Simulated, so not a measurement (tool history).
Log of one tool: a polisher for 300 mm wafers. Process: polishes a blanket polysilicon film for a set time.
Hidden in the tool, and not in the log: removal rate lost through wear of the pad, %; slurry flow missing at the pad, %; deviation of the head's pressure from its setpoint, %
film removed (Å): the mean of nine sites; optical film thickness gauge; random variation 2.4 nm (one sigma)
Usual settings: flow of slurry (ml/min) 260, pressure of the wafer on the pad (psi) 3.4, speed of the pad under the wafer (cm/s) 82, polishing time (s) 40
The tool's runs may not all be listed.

run,hour,flow of slurry (ml/min),pressure of the wafer on the pad (psi),speed of the pad under the wafer (cm/s),polishing time (s),wafers since the last listed run,wafers polished on this pad,hours since the slurry nozzle was cleaned,hours since the head pressure was calibrated,"incoming thickness of the incoming film, nm",film removed (Å)
1,0.0,260,3.4,104,40,0,989,533.0,545.4,1899.4,3202
2,10.0,260,3.4,82,40,86,1075,543.0,555.4,1891.5,2743
3,27.5,260,3.4,82,40,150,1226,560.5,572.9,1858.3,2623
4,36.4,305,3.4,82,29,76,1303,569.4,581.8,1914.2,1914
5,45.4,305,3.4,82,29,77,1380,578.4,590.8,1906.5,1898
6,57.5,260,3.4,82,40,104,1484,590.5,602.9,1872.2,2535
# hour 70.8: worn pad replaced by a new one
7,71.3,260,3.4,82,40,84,4,604.3,616.7,1895.3,2807
8,79.8,260,3.4,82,40,73,77,612.8,625.2,1878.1,2807
9,89.3,260,3.7,82,40,81,159,622.3,634.7,1912.3,3073
10,95.7,200,3.4,82,40,55,214,628.7,641.1,1913.8,2753
11,110.4,200,3.4,82,40,126,341,643.4,655.8,1886.1,2644
12,124.0,200,3.4,82,40,117,458,657.0,669.4,1920.1,2677
13,134.0,260,3.4,60,40,86,544,667.0,679.4,1904.0,2258
14,142.0,260,3.4,60,40,68,613,675.0,687.4,1902.7,2256
15,156.3,260,3.4,82,36,123,736,689.3,701.7,1927.1,2467
16,164.9,260,2.9,82,40,74,810,697.9,710.3,1887.9,2320
17,182.6,260,3.4,82,40,152,962,715.6,728.0,1887.9,2690
18,194.9,235,4.4,94,27,105,1068,727.9,740.3,1880.6,2495
19,212.1,260,3.4,82,40,148,1216,745.1,757.5,1909.0,2604
20,220.1,260,3.4,82,40,68,1285,753.1,765.5,1906.7,2601
21,227.0,185,4.2,72,52,59,1345,760.0,772.4,1907.0,3538
# hour 235.9: worn pad replaced by a new one
22,236.4,260,4.1,82,40,46,4,769.4,781.8,1883.8,3315
# hour 243.2: slurry nozzle cleaned
23,245.8,180,4.0,106,40,72,76,2.6,791.2,1856.7,3997
24,259.7,180,4.4,70,45,119,196,16.5,805.1,1893.2,3726
25,268.1,210,3.4,82,46,72,268,24.9,813.5,1912.2,3317
# hour 280.4: head pressure recalibrated
26,285.4,260,3.4,82,47,131,400,42.2,5.0,1923.5,3390
27,301.3,260,3.4,96,40,136,537,58.1,20.9,1900.6,3212
28,317.6,260,3.4,82,40,140,677,74.4,37.2,1925.4,2870
29,329.2,260,3.4,58,29,99,777,86.0,48.8,1874.5,1647
30,336.3,260,3.4,82,40,61,838,93.1,55.9,1917.2,2833
31,370.2,205,4.0,100,47,291,1130,127.0,89.8,1887.2,4245
32,386.2,260,3.4,82,40,137,1268,143.0,105.8,1884.6,2680
# hour 393.2: worn pad replaced by a new one
33,397.0,260,3.4,82,40,58,33,153.8,116.6,1901.3,2916
34,408.2,260,3.4,102,40,96,129,165.0,127.8,1901.4,3357
35,419.7,260,2.7,66,40,99,228,176.5,139.3,1897.1,2000
36,432.9,260,3.4,62,40,113,342,189.7,152.5,1871.5,2392

Hidden state at the last listed run before each entry between runs and at the first one after, where it differs:
Between runs 6 and 7: worn pad replaced by a new one (hour 70.8)
  removal rate lost through wear of the pad, %: 10.5 -> 0.446; slurry flow missing at the pad, %: 37.8 -> 38.5
  measured less the result without the state, film removed (Å): -448 -> -165
Between runs 21 and 22: worn pad replaced by a new one (hour 235.9)
  removal rate lost through wear of the pad, %: 8.63 -> 0.828; slurry flow missing at the pad, %: 46.3 -> 46.8
  measured less the result without the state, film removed (Å): -711 -> -277
Between runs 22 and 23: slurry nozzle cleaned (hour 243.2)
  removal rate lost through wear of the pad, %: 0.828 -> 0.861; slurry flow missing at the pad, %: 46.8 -> 5.61
  measured less the result without the state, film removed (Å): -277 -> -65
Between runs 25 and 26: head pressure recalibrated (hour 280.4)
  removal rate lost through wear of the pad, %: 1.18 -> 1.65; slurry flow missing at the pad, %: 6.73 -> 7.61
  measured less the result without the state, film removed (Å): -66 -> -83
Between runs 32 and 33: worn pad replaced by a new one (hour 393.2)
  removal rate lost through wear of the pad, %: 8.41 -> 1.75; slurry flow missing at the pad, %: 12.7 -> 13.2
  measured less the result without the state, film removed (Å): -284 -> -92
